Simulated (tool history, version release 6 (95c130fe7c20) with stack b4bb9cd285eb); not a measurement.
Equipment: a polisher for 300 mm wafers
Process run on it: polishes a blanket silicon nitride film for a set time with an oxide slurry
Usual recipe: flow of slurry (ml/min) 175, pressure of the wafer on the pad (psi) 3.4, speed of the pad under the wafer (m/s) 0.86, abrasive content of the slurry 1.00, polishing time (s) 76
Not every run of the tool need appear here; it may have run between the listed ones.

run,hour,flow of slurry (ml/min),pressure of the wafer on the pad (psi),speed of the pad under the wafer (m/s),abrasive content of the slurry,polishing time (s),wafers since the last listed run,wafers polished on this pad,hours since the slurry nozzle was cleaned,hours since the head pressure was calibrated,hours since the slurry blender was calibrated,hours since the conditioning disc was replaced,"incoming thickness of the incoming film, nm",film removed (Å)
1,0.0,175,3.4,0.86,1.00,76,0,1025,254.1,583.9,401.5,605.6,251.5,372
# hour 21.9: conditioning disc replaced and pad reconditioned
# hour 50.8: head pressure recalibrated
2,76.4,175,3.4,0.86,1.00,76,618,1643,330.5,25.6,477.9,54.5,252.8,368
# hour 84.6: slurry blender recalibrated
3,172.5,175,3.4,0.86,1.00,76,803,2447,426.6,121.7,87.9,150.6,251.2,356
4,257.3,175,3.4,0.86,1.00,76,724,3172,511.4,206.5,172.7,235.4,252.1,355
5,354.1,175,3.4,0.86,1.00,76,826,3999,608.2,303.3,269.5,332.2,246.0,353
# hour 387.6: slurry nozzle cleaned
# hour 408.2: worn pad replaced by a new one
# hour 606.3: head pressure recalibrated
6,620.3,175,3.4,0.86,1.00,76,2214,1794,232.7,14.0,535.7,598.4,246.6,361
# hour 651.2: conditioning disc replaced and pad reconditioned
7,689.4,175,3.4,0.86,1.10,76,573,2367,301.8,83.1,604.8,38.2,247.5,372
# hour 702.3: slurry blender recalibrated
8,785.8,175,3.4,0.86,1.00,76,806,3174,398.2,179.5,83.5,134.6,254.1,356
9,870.7,175,3.4,0.76,1.00,76,725,3899,483.1,264.4,168.4,219.5,249.5,322
# hour 911.9: worn pad replaced by a new one
10,973.5,175,3.4,0.86,1.00,76,843,526,585.9,367.2,271.2,322.3,248.0,377
# hour 984.1: slurry nozzle cleaned
11,1074.8,175,3.4,0.72,1.00,92,856,1382,90.7,468.5,372.5,423.6,251.1,377
12,1146.4,140,3.4,0.86,1.30,76,611,1994,162.3,540.1,444.1,495.2,244.9,375
# hour 1165.1: head pressure recalibrated
13,1210.0,175,2.9,0.86,1.00,57,526,2520,225.9,44.9,507.7,558.8,249.2,245
# hour 1242.1: slurry blender recalibrated
# hour 1243.2: conditioning disc replaced and pad reconditioned
14,1265.6,225,2.5,1.08,1.00,60,448,2969,281.5,100.5,23.5,22.4,248.2,290
15,1361.9,175,3.7,0.86,1.00,63,822,3791,377.8,196.8,119.8,118.7,252.6,306
16,1434.5,175,3.4,0.86,1.00,64,620,4412,450.4,269.4,192.4,191.3,251.2,294
# hour 1463.9: slurry nozzle cleaned
17,1479.3,230,3.4,0.86,1.00,99,374,4786,15.4,314.2,237.2,236.1,244.5,475
18,1520.9,175,3.4,0.86,1.00,76,355,5141,57.0,355.8,278.8,277.7,254.6,350
# hour 1543.4: worn pad replaced by a new one
19,1596.6,175,2.3,0.86,1.00,76,612,454,132.7,431.5,354.5,353.4,251.3,302
20,1670.8,160,3.4,0.98,1.15,88,633,1087,206.9,505.7,428.7,427.6,253.2,489
# hour 1730.0: head pressure recalibrated
21,1730.5,175,3.4,0.86,1.00,76,492,1580,266.6,0.5,488.4,487.3,249.4,364
22,1784.2,175,3.4,0.86,1.00,76,458,2039,320.3,54.2,542.1,541.0,251.7,354
# hour 1793.1: slurry blender recalibrated
23,1851.4,175,3.0,1.02,1.00,68,556,2596,387.5,121.4,58.3,608.2,254.5,336
# hour 1858.0: conditioning disc replaced and pad reconditioned
24,1920.5,175,3.4,0.64,1.00,76,573,3169,456.6,190.5,127.4,62.5,250.9,280

Predict each of these 5 candidate next runs independently; none follows another, all start after run 24:
A,1921.0,125,3.4,0.86,1.00,76,4,3173,457.1,191.0,127.9,63.0,250.3,?
B,1921.0,175,3.4,0.86,1.15,76,4,3173,457.1,191.0,127.9,63.0,250.3,?
C,1921.0,160,3.4,0.86,0.75,76,4,3173,457.1,191.0,127.9,63.0,250.3,?
D,1921.0,175,3.4,0.86,1.00,51,4,3173,457.1,191.0,127.9,63.0,250.3,?
E,1921.0,195,3.9,0.86,1.00,76,4,3173,457.1,191.0,127.9,63.0,250.3,?

run,film removed (Å)
A,326
B,367
C,308
D,234
E,386
What these runs would have given with no unlogged condition in the tool:
run,film removed (Å)
A,367
B,413
C,346
D,263
E,434
